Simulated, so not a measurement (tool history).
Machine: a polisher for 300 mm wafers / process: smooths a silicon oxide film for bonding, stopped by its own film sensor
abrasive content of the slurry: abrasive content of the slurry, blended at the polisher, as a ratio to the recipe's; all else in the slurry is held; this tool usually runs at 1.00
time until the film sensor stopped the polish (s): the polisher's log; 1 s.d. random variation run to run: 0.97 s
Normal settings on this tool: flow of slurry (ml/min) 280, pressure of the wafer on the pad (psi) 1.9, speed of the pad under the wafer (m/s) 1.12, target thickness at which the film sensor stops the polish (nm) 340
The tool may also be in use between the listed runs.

run   hour  flow of slurry (ml/min)  pressure of the wafer on the pad (psi)  speed of the pad under the wafer (m/s)  abrasive content of the slurry  target thickness at which the film sensor stops the polish (nm)  incoming thickness of the incoming film, nm  time until the film sensor stopped the polish (s)
  1    0.0                      280                                     1.9                                    1.12                            1.00                                                              340                                        386.3                                               57.0
  2   15.4                      280                                     1.9                                    1.12                            1.00                                                              340                                        393.0                                               65.5
  3   25.0                      280                                     1.9                                    1.12                            1.00                                                              340                                        395.7                                               71.5
  4   32.1                      280                                     1.9                                    1.12                            1.00                                                              340                                        390.6                                               63.0
  5   43.0                      280                                     1.9                                    1.12                            1.00                                                              340                                        388.9                                               61.3
  6   49.9                      225                                     1.9                                    1.12                            1.00                                                              351                                        390.2                                               51.0
  7   64.4                      365                                     2.5                                    1.12                            1.00                                                              340                                        392.3                                               52.2
  8   73.9                      280                                     1.5                                    1.12                            1.15                                                              340                                        390.2                                               74.5
  9   87.1                      280                                     1.9                                    0.78                            1.00                                                              340                                        385.2                                               78.1
      99.6  -- slurry blender recalibrated
     103.6  -- worn pad replaced by a new one
 10  104.1                      280                                     1.9                                    1.12                            1.00                                                              340                                        391.2                                               61.4
 11  115.8                      280                                     1.9                                    1.12                            1.00                                                              340                                        395.5                                               67.3
 12  129.3                      280                                     1.9                                    1.12                            1.00                                                              340                                        390.9                                               62.3
 13  173.3                      310                                     1.9                                    1.12                            1.00                                                              357                                        394.7                                               47.0
 14  180.8                      375                                     1.9                                    1.00                            1.25                                                              340                                        391.6                                               64.5
 15  197.9                      185                                     1.9                                    1.12                            1.25                                                              326                                        395.6                                               84.4
 16  208.8                      280                                     1.6                                    1.12                            1.15                                                              350                                        389.7                                               55.1
 17  221.1                      280                                     2.4                                    0.76                            1.00                                                              340                                        389.2                                               69.6
     231.4  -- head pressure recalibrated
 18  232.7                      280                                     1.9                                    1.12                            1.00                                                              340                                        383.9                                               57.6
     244.1  -- worn pad replaced by a new one
 19  244.6                      280                                     1.9                                    1.12                            1.00                                                              340                                        390.4                                               67.6
 20  247.0                      380                                     1.9                                    0.98                            1.00                                                              340                                        392.9                                               76.5
 21  253.9                      280                                     1.6                                    1.12                            1.00                                                              340                                        386.3                                               73.2
 22  260.6                      280                                     1.9                                    0.96                            1.25                                                              340                                        393.7                                               75.8
     285.3  -- slurry blender recalibrated
 23  287.3                      225                                     1.6                                    1.12                            1.00                                                              345                                        385.1                                               56.4
 24  305.0                      280                                     1.9                                    1.44                            1.00                                                              340                                        390.5                                               50.4
 25  313.4                      280                                     1.3                                    1.12                            1.00                                                              340                                        387.5                                               77.8
 26  327.4                      195                                     1.9                                    1.12                            1.20                                                              340                                        393.2                                               62.7
 27  334.2                      280                                     1.9                                    1.44                            1.00                                                              340                                        387.3                                               48.1
 28  349.2                      280                                     1.9                                    1.38                            1.00                                                              340                                        397.0                                               60.3
 29  359.5                      200                                     1.9                                    1.12                            1.00                                                              353                                        388.2                                               45.2

Run-by-run hidden state of the tool:
removal rate lost through wear of the pad, %: 0 at every run
slurry flow missing at the pad, %: 0 at every run
deviation of the head's pressure from its setpoint, %: 0 at every run
H1: abrasive missing from the slurry, %
run     H1
  1   4.15
  2   6.22
  3   7.76
  4   9.03
  5   11.2
  6   12.7
  7   16.1
  8   18.7
  9   22.5
 10  0.117
 11  0.375
 12   1.03
 13   5.88
 14   7.11
 15   10.4
 16   12.8
 17   15.8
 18     19
 19   22.5
 20   23.2
 21   25.4
 22   27.7
 23   1.98
 24   2.39
 25   2.82
 26   3.86
 27   4.52
 28   6.32
 29   7.84
